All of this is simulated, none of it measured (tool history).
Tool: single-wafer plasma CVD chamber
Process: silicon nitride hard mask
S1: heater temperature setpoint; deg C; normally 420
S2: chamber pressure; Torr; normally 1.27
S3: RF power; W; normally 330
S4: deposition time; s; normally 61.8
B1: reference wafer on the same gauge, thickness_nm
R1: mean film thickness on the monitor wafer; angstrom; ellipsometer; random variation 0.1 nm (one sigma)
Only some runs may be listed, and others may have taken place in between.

Run 1, hour 0: usual settings; B1 78.98. Result: R1 659.72 angstrom.
Run 2, hour 41.6: usual settings but S3 295 W, S4 57.5 s; B1 78.986. Result: R1 574.44 angstrom.
Run 3, hour 58.4: usual settings but S4 53.1 s; B1 79. Result: R1 567.35 angstrom.
Run 4, hour 66.7: usual settings but S4 53.1 s; B1 79.025. Result: R1 566.11 angstrom.
Run 5, hour 82.6: usual settings but S4 53.1 s; B1 79.042. Result: R1 567.45 angstrom.
Run 6, hour 92.5: usual settings but S1 431 deg C, S4 67.1 s; B1 79.019. Result: R1 710.19 angstrom.
Run 7, hour 102.8: usual settings; B1 79.009. Result: R1 657.92 angstrom.
Run 8, hour 113.7: usual settings; B1 78.975. Result: R1 657.56 angstrom.
At hour 150.5: thermocouple changed; heater temperature recalibrated.
At hour 154.2: capacitance manometer re-zeroed and calibrated.
At hour 167.5: RF generator calibrated.
At hour 175: showerhead replaced.
Run 9, hour 175.5: usual settings; B1 78.99. Result: R1 683.11 angstrom.
Run 10, hour 179.4: usual settings but S1 411 deg C, S3 285 W; B1 79.011. Result: R1 632.22 angstrom.
Run 11, hour 195: usual settings but S3 265 W; B1 78.958. Result: R1 602.12 angstrom.
At hour 204.3: gauge calibrated.
Run 12, hour 209.7: usual settings but S1 428 deg C, S2 1.49 Torr, S3 385 W, S4 71 s; B1 78.995. Result: R1 888.08 angstrom.
Run 13, hour 220.5: usual settings but S2 1.44 Torr, S4 70.7 s; B1 79.003. Result: R1 809.25 angstrom.
Run 14, hour 227.8: usual settings; B1 78.97. Result: R1 682.57 angstrom.
Run 15, hour 243.6: usual settings; B1 79.012. Result: R1 682.57 angstrom.
Run 16, hour 253.6: usual settings but S2 1.17 Torr, S3 350 W, S4 66.5 s; B1 78.984. Result: R1 738.35 angstrom.
Run 17, hour 263.1: usual settings; B1 78.978. Result: R1 681.21 angstrom.
Run 18, hour 279.2: usual settings but S3 280 W, S4 71.5 s; B1 79.008. Result: R1 718.19 angstrom.

Alternative continuations, all from the tool just after run 18; predict every row:
Run A, hour 279.6: usual settings but S4 50.5 s; B1 ?. Result: R1 ?.
Run B, hour 279.6: usual settings but S2 1.46 Torr; B1 ?. Result: R1 ?.
Run C, hour 279.6: usual settings but S1 410 deg C, S4 71.8 s; B1 ?. Result: R1 ?.

run      B1      R1
  A  79.024   557.2
  B  79.024  710.03
  C  79.024  794.83
What these runs would have given with no unlogged condition in the tool:
run      R1
  A  558.28
  B   711.4
  C  796.36
